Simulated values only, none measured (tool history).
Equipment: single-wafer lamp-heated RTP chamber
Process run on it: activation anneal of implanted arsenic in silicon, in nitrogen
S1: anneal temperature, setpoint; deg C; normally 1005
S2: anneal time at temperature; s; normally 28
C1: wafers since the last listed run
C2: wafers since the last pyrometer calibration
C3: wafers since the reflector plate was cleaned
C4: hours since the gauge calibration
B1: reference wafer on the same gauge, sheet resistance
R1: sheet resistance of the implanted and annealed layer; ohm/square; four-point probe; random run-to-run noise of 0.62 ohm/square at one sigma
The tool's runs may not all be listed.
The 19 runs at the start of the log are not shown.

run 20 hour=1284.6 | S1=1017 S2=16 | C1=425 C2=2960 C3=8697 C4=533.6 | B1=116.84 | R1=128.21
-- hour=1351.3 reflector plate cleaned
run 21 hour=1384.4 | S1=1005 S2=28 | C1=1028 C2=3989 C3=371 C4=633.4 | B1=116.78 | R1=124.59
run 22 hour=1491 | S1=1005 S2=37 | C1=1194 C2=5183 C3=1566 C4=740 | B1=116.96 | R1=117.28
run 23 hour=1551.5 | S1=1005 S2=28 | C1=677 C2=5861 C3=2244 C4=800.5 | B1=116.87 | R1=124.95
run 24 hour=1649.9 | S1=1005 S2=28 | C1=1102 C2=6964 C3=3346 C4=898.9 | B1=116.74 | R1=124.21
run 25 hour=1710.6 | S1=1035 S2=42 | C1=680 C2=7644 C3=4026 C4=959.6 | B1=116.87 | R1=92.19
-- hour=1735.8 pyrometer window cleaned and pyrometer calibrated
run 26 hour=1776.2 | S1=993 S2=44 | C1=645 C2=453 C3=4672 C4=1025.2 | B1=117.01 | R1=120.92
run 27 hour=1845.1 | S1=988 S2=35 | C1=772 C2=1225 C3=5444 C4=1094.1 | B1=117.23 | R1=131.61
run 28 hour=1898.1 | S1=1005 S2=28 | C1=593 C2=1819 C3=6038 C4=1147.1 | B1=117.1 | R1=123.13

Run 29 is up next; what results do you expect?
run 29 hour=1990.6 | S1=978 S2=36 | C1=1036 C2=2855 C3=7075 C4=1239.6 | B1=? | R1=?

{"run 29": {"B1": 117, "R1": 140.81}}
Minus the tool's unlogged condition, the same run would have read R1 145.91 ohm/square.

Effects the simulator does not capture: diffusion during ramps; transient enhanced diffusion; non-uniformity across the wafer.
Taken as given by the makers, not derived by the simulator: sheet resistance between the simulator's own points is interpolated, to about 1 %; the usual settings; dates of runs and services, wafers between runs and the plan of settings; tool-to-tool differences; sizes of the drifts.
